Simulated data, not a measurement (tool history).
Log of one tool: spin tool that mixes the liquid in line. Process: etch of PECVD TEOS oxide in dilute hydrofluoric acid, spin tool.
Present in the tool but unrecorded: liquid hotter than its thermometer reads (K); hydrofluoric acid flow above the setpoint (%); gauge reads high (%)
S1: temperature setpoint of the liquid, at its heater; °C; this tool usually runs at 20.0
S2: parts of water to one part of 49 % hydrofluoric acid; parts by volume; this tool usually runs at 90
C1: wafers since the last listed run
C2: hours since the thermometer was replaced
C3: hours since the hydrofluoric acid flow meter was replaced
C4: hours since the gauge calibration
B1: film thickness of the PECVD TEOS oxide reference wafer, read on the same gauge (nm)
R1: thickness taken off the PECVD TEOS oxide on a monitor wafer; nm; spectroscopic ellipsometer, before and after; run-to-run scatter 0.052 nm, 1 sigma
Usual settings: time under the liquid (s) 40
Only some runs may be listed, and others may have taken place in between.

run 1 hour=0.0 | S1=20.0 S2=90 time_under_the_liquid_(s)=40 | C1=0 C2=2576.5 C3=426.7 C4=385.0 | B1=139.99 | R1=5.91
run 2 hour=31.0 | S1=20.0 S2=90 time_under_the_liquid_(s)=40 | C1=298 C2=2607.5 C3=457.7 C4=416.0 | B1=139.97 | R1=5.99
run 3 hour=56.6 | S1=20.0 S2=90 time_under_the_liquid_(s)=40 | C1=246 C2=2633.1 C3=483.3 C4=441.6 | B1=139.98 | R1=6.01
run 4 hour=71.0 | S1=20.0 S2=90 time_under_the_liquid_(s)=40 | C1=138 C2=2647.5 C3=497.7 C4=456.0 | B1=140.00 | R1=6.09
run 5 hour=91.2 | S1=20.0 S2=90 time_under_the_liquid_(s)=40 | C1=194 C2=2667.7 C3=517.9 C4=476.2 | B1=139.97 | R1=6.07
run 6 hour=123.9 | S1=20.0 S2=90 time_under_the_liquid_(s)=40 | C1=315 C2=2700.4 C3=550.6 C4=508.9 | B1=140.01 | R1=6.07
run 7 hour=156.3 | S1=20.0 S2=90 time_under_the_liquid_(s)=40 | C1=312 C2=2732.8 C3=583.0 C4=541.3 | B1=139.99 | R1=6.05
run 8 hour=213.8 | S1=20.0 S2=90 time_under_the_liquid_(s)=40 | C1=554 C2=2790.3 C3=640.5 C4=598.8 | B1=140.02 | R1=6.21
-- hour=219.8 gauge calibrated
run 9 hour=225.9 | S1=20.0 S2=80 time_under_the_liquid_(s)=40 | C1=116 C2=2802.4 C3=652.6 C4=6.1 | B1=140.00 | R1=7.01
run 10 hour=251.5 | S1=20.0 S2=90 time_under_the_liquid_(s)=40 | C1=246 C2=2828.0 C3=678.2 C4=31.7 | B1=139.99 | R1=6.14
-- hour=263.6 hydrofluoric acid flow meter replaced
run 11 hour=275.8 | S1=20.0 S2=90 time_under_the_liquid_(s)=40 | C1=224 C2=2852.3 C3=12.2 C4=56.0 | B1=140.00 | R1=6.58
run 12 hour=291.7 | S1=20.0 S2=90 time_under_the_liquid_(s)=40 | C1=153 C2=2868.2 C3=28.1 C4=71.9 | B1=140.01 | R1=6.58
run 13 hour=326.2 | S1=22.0 S2=130 time_under_the_liquid_(s)=30 | C1=332 C2=2902.7 C3=62.6 C4=106.4 | B1=140.03 | R1=3.57
run 14 hour=348.7 | S1=20.0 S2=45 time_under_the_liquid_(s)=40 | C1=216 C2=2925.2 C3=85.1 C4=128.9 | B1=140.00 | R1=13.84
run 15 hour=362.1 | S1=17.0 S2=45 time_under_the_liquid_(s)=40 | C1=129 C2=2938.6 C3=98.5 C4=142.3 | B1=139.98 | R1=12.23
-- hour=366.2 thermometer replaced
-- hour=375.0 hydrofluoric acid flow meter replaced, repeated, since the last time left the tool worse
run 16 hour=380.5 | S1=20.0 S2=90 time_under_the_liquid_(s)=40 | C1=158 C2=14.3 C3=5.5 C4=160.7 | B1=139.99 | R1=5.69
run 17 hour=408.2 | S1=25.0 S2=90 time_under_the_liquid_(s)=40 | C1=266 C2=42.0 C3=33.2 C4=188.4 | B1=139.98 | R1=6.89
run 18 hour=432.5 | S1=22.0 S2=135 time_under_the_liquid_(s)=55 | C1=234 C2=66.3 C3=57.5 C4=212.7 | B1=140.01 | R1=5.40
run 19 hour=451.4 | S1=17.0 S2=125 time_under_the_liquid_(s)=30 | C1=182 C2=85.2 C3=76.4 C4=231.6 | B1=139.98 | R1=2.64
run 20 hour=468.8 | S1=20.0 S2=90 time_under_the_liquid_(s)=40 | C1=167 C2=102.6 C3=93.8 C4=249.0 | B1=140.01 | R1=5.77
run 21 hour=497.5 | S1=17.0 S2=90 time_under_the_liquid_(s)=20 | C1=276 C2=131.3 C3=122.5 C4=277.7 | B1=140.04 | R1=2.50
run 22 hour=516.8 | S1=17.0 S2=90 time_under_the_liquid_(s)=40 | C1=185 C2=150.6 C3=141.8 C4=297.0 | B1=140.01 | R1=5.10
run 23 hour=547.7 | S1=20.0 S2=90 time_under_the_liquid_(s)=40 | C1=297 C2=181.5 C3=172.7 C4=327.9 | B1=139.98 | R1=5.85
run 24 hour=586.0 | S1=20.0 S2=90 time_under_the_liquid_(s)=40 | C1=369 C2=219.8 C3=211.0 C4=366.2 | B1=140.01 | R1=5.88
run 25 hour=605.4 | S1=20.0 S2=90 time_under_the_liquid_(s)=40 | C1=186 C2=239.2 C3=230.4 C4=385.6 | B1=139.99 | R1=5.86

Describe how what the log doesn't record of the tool's condition differs between the last listed run preceding each entry between runs and the first listed run following it.
Run 8 -> run 9: gauge calibrated (hour 219.8)
  hydrofluoric acid flow above the setpoint (%): 8.24 -> 8.39
  measured minus no-state result, R1: +0.52 -> +0.59 nm
Run 10 -> run 11: hydrofluoric acid flow meter replaced (hour 263.6)
  hydrofluoric acid flow above the setpoint (%): 8.7 -> 14.4
  measured minus no-state result, R1: +0.54 -> +0.90 nm
Run 15 -> run 16: thermometer replaced (hour 366.2); hydrofluoric acid flow meter replaced, repeated, since the last time left the tool worse (hour 375.0)
  hydrofluoric acid flow above the setpoint (%): 15.4 -> 0.391
  measured minus no-state result, R1: +1.71 -> +0.02 nm

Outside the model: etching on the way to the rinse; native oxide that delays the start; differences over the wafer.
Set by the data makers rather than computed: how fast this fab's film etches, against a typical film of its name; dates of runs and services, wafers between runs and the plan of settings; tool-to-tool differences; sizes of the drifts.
